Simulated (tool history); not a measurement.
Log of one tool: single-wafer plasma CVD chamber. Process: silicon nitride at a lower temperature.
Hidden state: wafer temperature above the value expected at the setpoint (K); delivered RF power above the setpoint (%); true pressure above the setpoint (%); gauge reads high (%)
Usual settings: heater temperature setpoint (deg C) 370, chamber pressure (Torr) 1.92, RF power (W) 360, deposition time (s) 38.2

| run | hour | heater temperature setpoint (deg C) | chamber pressure (Torr) | RF power (W) | deposition time (s) | wafers since the last listed run | hours since the last thermocouple change | hours since the last RF generator calibration | hours since the last manometer calibration | hours since the showerhead was replaced | hours since the gauge calibration | read-back reference wafer on the same gauge, thickness_nm | mean film thickness on the monitor wafer (Å) |
|---|---|---|---|---|---|---|---|---|---|---|---|---|---|
| 1 | 0.0 | 381 | 1.92 | 315 | 38.2 | 0 | 1554.2 | 1812.4 | 2020.6 | 52.6 | 178.1 | 47.811 | 471.53 |
|  | 18.9 | RF generator calibrated |
| 2 | 47.1 | 370 | 1.92 | 360 | 38.2 | 783 | 1601.3 | 28.2 | 2067.7 | 99.7 | 225.2 | 47.847 | 513.93 |
| 3 | 55.4 | 370 | 1.92 | 360 | 38.2 | 166 | 1609.6 | 36.5 | 2076.0 | 108.0 | 233.5 | 47.786 | 515.14 |
|  | 69.1 | capacitance manometer re-zeroed and calibrated |
| 4 | 69.6 | 370 | 1.92 | 360 | 38.2 | 124 | 1623.8 | 50.7 | 0.5 | 122.2 | 247.7 | 47.825 | 516.58 |
| 5 | 81.9 | 378 | 1.63 | 300 | 42.0 | 246 | 1636.1 | 63.0 | 12.8 | 134.5 | 260.0 | 47.798 | 505.94 |
| 6 | 128.0 | 370 | 1.92 | 415 | 42.9 | 924 | 1682.2 | 109.1 | 58.9 | 180.6 | 306.1 | 47.814 | 615.06 |
| 7 | 134.2 | 370 | 1.92 | 360 | 38.2 | 124 | 1688.4 | 115.3 | 65.1 | 186.8 | 312.3 | 47.838 | 515.89 |
| 8 | 144.0 | 370 | 1.92 | 360 | 38.2 | 196 | 1698.2 | 125.1 | 74.9 | 196.6 | 322.1 | 47.783 | 515.26 |
| 9 | 158.4 | 370 | 1.92 | 360 | 42.0 | 288 | 1712.6 | 139.5 | 89.3 | 211.0 | 336.5 | 47.779 | 566.58 |
| 10 | 169.3 | 378 | 1.92 | 360 | 38.2 | 218 | 1723.5 | 150.4 | 100.2 | 221.9 | 347.4 | 47.816 | 515.32 |
| 11 | 176.6 | 366 | 1.92 | 330 | 38.2 | 146 | 1730.8 | 157.7 | 107.5 | 229.2 | 354.7 | 47.812 | 496.97 |
|  | 180.0 | gauge calibrated |
| 12 | 193.7 | 370 | 1.92 | 360 | 38.2 | 342 | 1747.9 | 174.8 | 124.6 | 246.3 | 13.7 | 47.773 | 513.96 |
| 13 | 205.4 | 363 | 1.44 | 360 | 43.0 | 234 | 1759.6 | 186.5 | 136.3 | 258.0 | 25.4 | 47.815 | 542.40 |
| 14 | 213.0 | 370 | 1.92 | 295 | 38.2 | 152 | 1767.2 | 194.1 | 143.9 | 265.6 | 33.0 | 47.798 | 474.50 |
| 15 | 227.8 | 370 | 2.36 | 360 | 32.2 | 296 | 1782.0 | 208.9 | 158.7 | 280.4 | 47.8 | 47.815 | 452.87 |
| 16 | 235.4 | 370 | 1.92 | 360 | 40.6 | 152 | 1789.6 | 216.5 | 166.3 | 288.0 | 55.4 | 47.807 | 546.77 |
|  | 247.6 | thermocouple changed; heater temperature recalibrated |
| 17 | 248.1 | 370 | 1.58 | 340 | 44.4 | 94 | 0.5 | 229.2 | 179.0 | 300.7 | 68.1 | 47.801 | 556.71 |
| 18 | 264.5 | 355 | 2.32 | 360 | 38.2 | 328 | 16.9 | 245.6 | 195.4 | 317.1 | 84.5 | 47.808 | 537.87 |
| 19 | 273.3 | 370 | 1.92 | 360 | 38.2 | 176 | 25.7 | 254.4 | 204.2 | 325.9 | 93.3 | 47.822 | 516.41 |
| 20 | 287.2 | 370 | 2.39 | 360 | 38.2 | 278 | 39.6 | 268.3 | 218.1 | 339.8 | 107.2 | 47.790 | 540.16 |
| 21 | 302.2 | 365 | 1.50 | 315 | 42.9 | 300 | 54.6 | 283.3 | 233.1 | 354.8 | 122.2 | 47.797 | 515.60 |
| 22 | 316.8 | 370 | 1.92 | 360 | 35.2 | 292 | 69.2 | 297.9 | 247.7 | 369.4 | 136.8 | 47.783 | 472.54 |
| 23 | 333.3 | 370 | 1.92 | 360 | 38.2 | 330 | 85.7 | 314.4 | 264.2 | 385.9 | 153.3 | 47.807 | 513.20 |
| 24 | 348.9 | 381 | 1.92 | 315 | 38.2 | 312 | 101.3 | 330.0 | 279.8 | 401.5 | 168.9 | 47.786 | 481.55 |
| 25 | 357.7 | 362 | 1.92 | 415 | 40.6 | 176 | 110.1 | 338.8 | 288.6 | 410.3 | 177.7 | 47.785 | 582.59 |
| 26 | 368.8 | 370 | 1.92 | 385 | 32.2 | 222 | 121.2 | 349.9 | 299.7 | 421.4 | 188.8 | 47.826 | 445.94 |
| 27 | 382.4 | 370 | 1.92 | 360 | 38.2 | 272 | 134.8 | 363.5 | 313.3 | 435.0 | 202.4 | 47.818 | 515.83 |
| 28 | 397.0 | 363 | 1.92 | 360 | 35.4 | 292 | 149.4 | 378.1 | 327.9 | 449.6 | 217.0 | 47.786 | 477.26 |

Forecast each of these 5 alternatives for the next run:
| A | 397.4 | 370 | 1.92 | 360 | 38.2 | 8 | 149.8 | 378.5 | 328.3 | 450.0 | 217.4 | ? | ? |
| B | 397.4 | 378 | 1.75 | 410 | 38.2 | 8 | 149.8 | 378.5 | 328.3 | 450.0 | 217.4 | ? | ? |
| C | 397.4 | 379 | 1.92 | 325 | 42.7 | 8 | 149.8 | 378.5 | 328.3 | 450.0 | 217.4 | ? | ? |
| D | 397.4 | 370 | 1.92 | 325 | 38.2 | 8 | 149.8 | 378.5 | 328.3 | 450.0 | 217.4 | ? | ? |
| E | 397.4 | 377 | 2.37 | 325 | 43.9 | 8 | 149.8 | 378.5 | 328.3 | 450.0 | 217.4 | ? | ? |

| run | read-back reference wafer on the same gauge, thickness_nm | mean film thickness on the monitor wafer (Å) |
|---|---|---|
| A | 47.796 | 512.14 |
| B | 47.796 | 528.18 |
| C | 47.796 | 546.79 |
| D | 47.796 | 491.10 |
| E | 47.796 | 589.59 |
Without the tool's hidden state the same runs would have given:
| run | mean film thickness on the monitor wafer (Å) |
|---|---|
| A | 517.88 |
| B | 533.95 |
| C | 552.91 |
| D | 496.60 |
| E | 596.20 |

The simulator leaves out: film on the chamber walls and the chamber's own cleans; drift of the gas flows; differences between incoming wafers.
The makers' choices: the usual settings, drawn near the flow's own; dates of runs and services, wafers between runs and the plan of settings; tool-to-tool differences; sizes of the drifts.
